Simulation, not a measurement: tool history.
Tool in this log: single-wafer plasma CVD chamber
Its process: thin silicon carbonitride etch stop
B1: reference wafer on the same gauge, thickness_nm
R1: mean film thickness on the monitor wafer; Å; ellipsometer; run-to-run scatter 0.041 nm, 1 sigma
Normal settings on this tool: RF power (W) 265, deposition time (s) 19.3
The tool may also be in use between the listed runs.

Run 1, day 0: usual settings; B1 11.052. Result: R1 119.31 Å.
Run 2, day 0.562: usual settings but deposition time (s) 17.3; B1 11.054. Result: R1 106.68 Å.
Run 3, day 1.304: usual settings but deposition time (s) 17.3; B1 11.049. Result: R1 107.04 Å.
Run 4, day 1.908: usual settings but RF power (W) 240; B1 11.031. Result: R1 116 Å.
Run 5, day 2.529: usual settings but RF power (W) 240; B1 11.021. Result: R1 116.42 Å.
Run 6, day 3.112: usual settings but RF power (W) 240; B1 11.008. Result: R1 116.24 Å.
Run 7, day 4.446: usual settings but deposition time (s) 22; B1 11.009. Result: R1 135.74 Å.
Run 8, day 5.4: usual settings but RF power (W) 250, deposition time (s) 20.7; B1 10.992. Result: R1 125 Å.
Run 9, day 6.621: usual settings; B1 10.98. Result: R1 118.17 Å.
Run 10, day 7.725: usual settings; B1 10.978. Result: R1 118.15 Å.
Run 11, day 8.983: usual settings; B1 10.948. Result: R1 117.97 Å.
At day 10.992: showerhead replaced.
Run 12, day 11.083: usual settings; B1 10.957. Result: R1 117.35 Å.
Run 13, day 12.212: usual settings but deposition time (s) 20.5; B1 10.915. Result: R1 124.49 Å.
At day 13.571: RF generator calibrated.
Run 14, day 13.592: usual settings but RF power (W) 295, deposition time (s) 21.8; B1 10.911. Result: R1 136.05 Å.
Run 15, day 14.171: usual settings but RF power (W) 300, deposition time (s) 21.4; B1 10.887. Result: R1 132.93 Å.
Run 16, day 15.296: usual settings but RF power (W) 230, deposition time (s) 21.3; B1 10.896. Result: R1 125.19 Å.
At day 15.9: gauge calibrated.
Run 17, day 16.529: usual settings; B1 11.11. Result: R1 119.08 Å.
At day 17.017: thermocouple changed; heater temperature recalibrated.
Run 18, day 18.562: usual settings but RF power (W) 230, deposition time (s) 21.5; B1 11.086. Result: R1 129.45 Å.
Run 19, day 19.508: usual settings; B1 11.073. Result: R1 119.62 Å.
Run 20, day 20.108: usual settings but deposition time (s) 17; B1 11.065. Result: R1 104.57 Å.
Run 21, day 21.425: usual settings but RF power (W) 225, deposition time (s) 17.2; B1 11.061. Result: R1 102.33 Å.
Run 22, day 22.404: usual settings; B1 11.055. Result: R1 118.81 Å.
Run 23, day 23.8: usual settings but RF power (W) 305, deposition time (s) 23; B1 11.035. Result: R1 145.72 Å.
Run 24, day 24.412: usual settings but RF power (W) 235, deposition time (s) 15.9; B1 11.047. Result: R1 94.76 Å.

For some of the steps in R1 from one run to the next: how much would appear even if the tool had no hidden state, given the settings, what came in and random variation, and how much remains for the hidden state plus any gauge scatter that the measured result and the result without hidden state don't share?
Hidden state present: wafer temperature above the value expected at the setpoint (K); delivered RF power above the setpoint (%); gauge reads high (%).
Run 13 -> 14: RF power (W) 265 -> 295, deposition time (s) 20.5 -> 21.8, RF generator calibrated. R1 +11.56 Å: hidden state -0.38, all else +11.94.
Run 16 -> 17: RF power (W) 230 -> 265, deposition time (s) 21.3 -> 19.3, gauge calibrated. R1 -6.11 Å: hidden state +2.56, all else -8.67.
Run 22 -> 23: RF power (W) 265 -> 305, deposition time (s) 19.3 -> 23. R1 +26.91 Å: hidden state -0.31, all else +27.22.
Run 23 -> 24: RF power (W) 305 -> 235, deposition time (s) 23 -> 15.9. R1 -50.96 Å: hidden state +0.24, all else -51.2.
